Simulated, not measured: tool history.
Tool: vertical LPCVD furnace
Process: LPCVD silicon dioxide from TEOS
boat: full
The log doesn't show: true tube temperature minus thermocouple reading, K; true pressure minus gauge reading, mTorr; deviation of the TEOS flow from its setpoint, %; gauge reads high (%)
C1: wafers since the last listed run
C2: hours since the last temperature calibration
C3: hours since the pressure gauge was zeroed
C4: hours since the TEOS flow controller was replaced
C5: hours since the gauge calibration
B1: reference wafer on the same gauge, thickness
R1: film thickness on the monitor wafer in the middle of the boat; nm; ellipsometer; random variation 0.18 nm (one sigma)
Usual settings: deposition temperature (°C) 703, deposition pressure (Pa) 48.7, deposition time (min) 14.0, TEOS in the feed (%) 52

run 1 hour=0.0 | deposition_temperature_(°C)=703 deposition_pressure_(Pa)=48.7 deposition_time_(min)=14.0 TEOS_in_the_feed_(%)=47 | C1=0 C2=3013.3 C3=2971.8 C4=2814.9 C5=89.3 | B1=97.93 | R1=106.57
run 2 hour=10.0 | deposition_temperature_(°C)=703 deposition_pressure_(Pa)=48.7 deposition_time_(min)=14.0 TEOS_in_the_feed_(%)=47 | C1=150 C2=3023.3 C3=2981.8 C4=2824.9 C5=99.3 | B1=98.03 | R1=106.26
run 3 hour=16.9 | deposition_temperature_(°C)=703 deposition_pressure_(Pa)=48.7 deposition_time_(min)=14.0 TEOS_in_the_feed_(%)=47 | C1=103 C2=3030.2 C3=2988.7 C4=2831.8 C5=106.2 | B1=98.02 | R1=106.45
run 4 hour=23.9 | deposition_temperature_(°C)=699 deposition_pressure_(Pa)=46.0 deposition_time_(min)=14.0 TEOS_in_the_feed_(%)=52 | C1=105 C2=3037.2 C3=2995.7 C4=2838.8 C5=113.2 | B1=98.00 | R1=99.04
run 5 hour=30.2 | deposition_temperature_(°C)=703 deposition_pressure_(Pa)=48.7 deposition_time_(min)=14.0 TEOS_in_the_feed_(%)=52 | C1=94 C2=3043.5 C3=3002.0 C4=2845.1 C5=119.5 | B1=98.01 | R1=111.96
run 6 hour=47.9 | deposition_temperature_(°C)=703 deposition_pressure_(Pa)=48.7 deposition_time_(min)=14.0 TEOS_in_the_feed_(%)=52 | C1=266 C2=3061.2 C3=3019.7 C4=2862.8 C5=137.2 | B1=98.01 | R1=111.69
-- hour=93.8 pressure gauge zeroed
-- hour=100.7 gauge calibrated
run 7 hour=102.3 | deposition_temperature_(°C)=703 deposition_pressure_(Pa)=52.0 deposition_time_(min)=14.0 TEOS_in_the_feed_(%)=52 | C1=457 C2=3115.6 C3=8.5 C4=2917.2 C5=1.6 | B1=98.00 | R1=115.56
run 8 hour=110.4 | deposition_temperature_(°C)=703 deposition_pressure_(Pa)=48.7 deposition_time_(min)=14.0 TEOS_in_the_feed_(%)=52 | C1=121 C2=3123.7 C3=16.6 C4=2925.3 C5=9.7 | B1=98.05 | R1=111.96
run 9 hour=124.4 | deposition_temperature_(°C)=703 deposition_pressure_(Pa)=48.7 deposition_time_(min)=12.5 TEOS_in_the_feed_(%)=48 | C1=210 C2=3137.7 C3=30.6 C4=2939.3 C5=23.7 | B1=98.07 | R1=96.30
-- hour=149.3 TEOS flow controller replaced
-- hour=161.6 thermocouples replaced and temperature profile calibrated
run 10 hour=162.1 | deposition_temperature_(°C)=703 deposition_pressure_(Pa)=48.7 deposition_time_(min)=14.0 TEOS_in_the_feed_(%)=52 | C1=20 C2=0.5 C3=68.3 C4=12.8 C5=61.4 | B1=98.06 | R1=116.83
run 11 hour=166.5 | deposition_temperature_(°C)=703 deposition_pressure_(Pa)=48.7 deposition_time_(min)=14.0 TEOS_in_the_feed_(%)=52 | C1=66 C2=4.9 C3=72.7 C4=17.2 C5=65.8 | B1=98.02 | R1=116.72
run 12 hour=170.9 | deposition_temperature_(°C)=703 deposition_pressure_(Pa)=48.7 deposition_time_(min)=17.0 TEOS_in_the_feed_(%)=46 | C1=66 C2=9.3 C3=77.1 C4=21.6 C5=70.2 | B1=97.90 | R1=133.07
-- hour=205.9 thermocouples replaced and temperature profile calibrated, repeated, since the last time left the tool worse
run 13 hour=206.4 | deposition_temperature_(°C)=703 deposition_pressure_(Pa)=48.7 deposition_time_(min)=14.0 TEOS_in_the_feed_(%)=52 | C1=173 C2=0.5 C3=112.6 C4=57.1 C5=105.7 | B1=97.93 | R1=103.60
run 14 hour=210.7 | deposition_temperature_(°C)=703 deposition_pressure_(Pa)=48.7 deposition_time_(min)=11.5 TEOS_in_the_feed_(%)=42 | C1=64 C2=4.8 C3=116.9 C4=61.4 C5=110.0 | B1=97.99 | R1=76.71
run 15 hour=215.1 | deposition_temperature_(°C)=703 deposition_pressure_(Pa)=53.3 deposition_time_(min)=14.0 TEOS_in_the_feed_(%)=52 | C1=66 C2=9.2 C3=121.3 C4=65.8 C5=114.4 | B1=98.04 | R1=109.11
run 16 hour=219.5 | deposition_temperature_(°C)=703 deposition_pressure_(Pa)=48.7 deposition_time_(min)=14.0 TEOS_in_the_feed_(%)=52 | C1=66 C2=13.6 C3=125.7 C4=70.2 C5=118.8 | B1=98.06 | R1=103.68
run 17 hour=228.6 | deposition_temperature_(°C)=703 deposition_pressure_(Pa)=44.7 deposition_time_(min)=14.0 TEOS_in_the_feed_(%)=59 | C1=136 C2=22.7 C3=134.8 C4=79.3 C5=127.9 | B1=97.99 | R1=106.06
run 18 hour=237.6 | deposition_temperature_(°C)=697 deposition_pressure_(Pa)=48.7 deposition_time_(min)=14.0 TEOS_in_the_feed_(%)=52 | C1=135 C2=31.7 C3=143.8 C4=88.3 C5=136.9 | B1=98.01 | R1=90.71
run 19 hour=247.1 | deposition_temperature_(°C)=703 deposition_pressure_(Pa)=54.7 deposition_time_(min)=14.0 TEOS_in_the_feed_(%)=52 | C1=142 C2=41.2 C3=153.3 C4=97.8 C5=146.4 | B1=98.02 | R1=110.60
run 20 hour=260.1 | deposition_temperature_(°C)=703 deposition_pressure_(Pa)=48.7 deposition_time_(min)=14.0 TEOS_in_the_feed_(%)=58 | C1=195 C2=54.2 C3=166.3 C4=110.8 C5=159.4 | B1=98.01 | R1=110.08
run 21 hour=271.6 | deposition_temperature_(°C)=698 deposition_pressure_(Pa)=55.3 deposition_time_(min)=14.0 TEOS_in_the_feed_(%)=45 | C1=173 C2=65.7 C3=177.8 C4=122.3 C5=170.9 | B1=97.99 | R1=92.36
run 22 hour=288.8 | deposition_temperature_(°C)=708 deposition_pressure_(Pa)=40.0 deposition_time_(min)=8.5 TEOS_in_the_feed_(%)=52 | C1=258 C2=82.9 C3=195.0 C4=139.5 C5=188.1 | B1=98.02 | R1=64.59
run 23 hour=298.2 | deposition_temperature_(°C)=703 deposition_pressure_(Pa)=54.0 deposition_time_(min)=11.0 TEOS_in_the_feed_(%)=52 | C1=141 C2=92.3 C3=204.4 C4=148.9 C5=197.5 | B1=98.02 | R1=86.49

Forecast each of these 5 alternatives for the next run:
run A hour=302.7 | deposition_temperature_(°C)=703 deposition_pressure_(Pa)=48.7 deposition_time_(min)=14.0 TEOS_in_the_feed_(%)=56 | C1=67 C2=96.8 C3=208.9 C4=153.4 C5=202.0 | B1=? | R1=?
run B hour=302.7 | deposition_temperature_(°C)=709 deposition_pressure_(Pa)=58.0 deposition_time_(min)=14.0 TEOS_in_the_feed_(%)=52 | C1=67 C2=96.8 C3=208.9 C4=153.4 C5=202.0 | B1=? | R1=?
run C hour=302.7 | deposition_temperature_(°C)=700 deposition_pressure_(Pa)=42.0 deposition_time_(min)=14.0 TEOS_in_the_feed_(%)=52 | C1=67 C2=96.8 C3=208.9 C4=153.4 C5=202.0 | B1=? | R1=?
run D hour=302.7 | deposition_temperature_(°C)=714 deposition_pressure_(Pa)=48.7 deposition_time_(min)=14.0 TEOS_in_the_feed_(%)=48 | C1=67 C2=96.8 C3=208.9 C4=153.4 C5=202.0 | B1=? | R1=?
run E hour=302.7 | deposition_temperature_(°C)=693 deposition_pressure_(Pa)=57.3 deposition_time_(min)=11.5 TEOS_in_the_feed_(%)=52 | C1=67 C2=96.8 C3=208.9 C4=153.4 C5=202.0 | B1=? | R1=?

run=A B1=97.99 R1=108.64
run=B B1=97.99 R1=131.17
run=C B1=97.99 R1=90.73
run=D B1=97.99 R1=129.31
run=E B1=97.99 R1=73.91
Without the tool's hidden state the same runs would have given:
run=A R1=107.72
run=B R1=130.07
run=C R1=89.95
run=D R1=128.24
run=E R1=73.27

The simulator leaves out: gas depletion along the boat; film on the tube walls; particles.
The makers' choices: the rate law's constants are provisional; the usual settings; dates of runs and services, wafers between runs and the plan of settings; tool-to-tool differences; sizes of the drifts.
